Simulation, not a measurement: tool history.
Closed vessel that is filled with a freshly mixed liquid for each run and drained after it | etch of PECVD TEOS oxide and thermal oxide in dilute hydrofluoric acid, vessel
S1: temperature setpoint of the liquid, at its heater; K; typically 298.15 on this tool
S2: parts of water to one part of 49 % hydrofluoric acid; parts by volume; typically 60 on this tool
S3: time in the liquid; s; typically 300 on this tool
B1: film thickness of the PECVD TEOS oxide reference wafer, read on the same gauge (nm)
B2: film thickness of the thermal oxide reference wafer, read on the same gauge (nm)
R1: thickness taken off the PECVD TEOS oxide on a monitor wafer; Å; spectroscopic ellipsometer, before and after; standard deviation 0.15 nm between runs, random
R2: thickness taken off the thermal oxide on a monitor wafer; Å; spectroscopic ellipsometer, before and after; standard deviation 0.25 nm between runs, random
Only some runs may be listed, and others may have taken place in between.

run	hour	S1	S2	S3	B1	B2	R1	R2
1	0	298.15	60	440	60.02	39.98	816.4	447.6
2	8.3	298.15	60	300	59.98	40	559	306.7
3	15.7	298.15	60	300	60.03	39.99	557.6	309.1
4	27.3	298.15	60	300	60	39.96	560.3	307.3
5	44.1	298.15	60	300	60.01	40	560.4	310
6	53.8	298.15	60	300	59.98	39.98	560.8	309.8
# hour 58.3: gauge calibrated
7	60.4	298.15	60	300	60.06	39.97	560.8	314
8	67.3	298.15	60	300	59.97	40.02	563.2	308.8
9	74.2	298.15	60	300	59.97	40.02	560.2	309.1
10	85.5	298.15	60	300	60.01	39.98	561.8	311.3
# hour 89.5: hydrofluoric acid flow meter replaced
11	93.1	300.65	50	195	60.02	40	445.9	246.3
12	99.9	302.15	45	155	60	40	419.1	232.1
13	110.4	300.65	35	420	59.99	40	1390.7	766.5
14	121.3	298.15	60	300	59.97	39.98	508.4	285.1
15	127.4	298.15	60	300	59.93	40.01	506.4	275
16	136.5	300.15	75	205	60.02	40.03	296.8	161.3
# hour 142.3: thermometer replaced
17	144.9	298.15	60	440	59.95	40	745.4	413.3
18	153.2	298.15	35	300	59.98	39.95	905.1	493.4
19	198.7	294.65	90	300	60.02	40.02	286.8	160.8
20	205.4	300.65	75	300	60.01	40.03	443.6	247.5
21	222.1	295.15	90	125	59.98	40.05	121.6	66.9
22	237.6	303.15	35	300	59.97	39.98	1115.9	612.9
23	252.5	298.15	50	195	60.01	39.96	406.1	223.9
24	258.8	298.15	60	300	59.97	39.97	512.4	285.7
25	272.6	298.15	85	230	60	39.97	269.5	147.5
26	280.8	298.15	35	465	59.98	40.03	1414.6	774.1

Below are 4 alternative next runs, each starting from the tool's condition after run 26. Predict each:
A	281.5	298.15	40	300	?	?	?	?
B	281.5	296.15	85	300	?	?	?	?
C	281.5	302.65	85	165	?	?	?	?
D	281.5	296.65	60	135	?	?	?	?

run	B1	B2	R1	R2
A	60.03	40.01	794.6	440.1
B	60.03	40.01	325.5	180.3
C	60.03	40.01	231.3	128.1
D	60.03	40.01	218.4	120.9
Without the tool's unlogged condition, the same runs would have read:
run	R1	R2
A	766.1	424.3
B	313.4	173.6
C	222.5	123.2
D	210.4	116.5
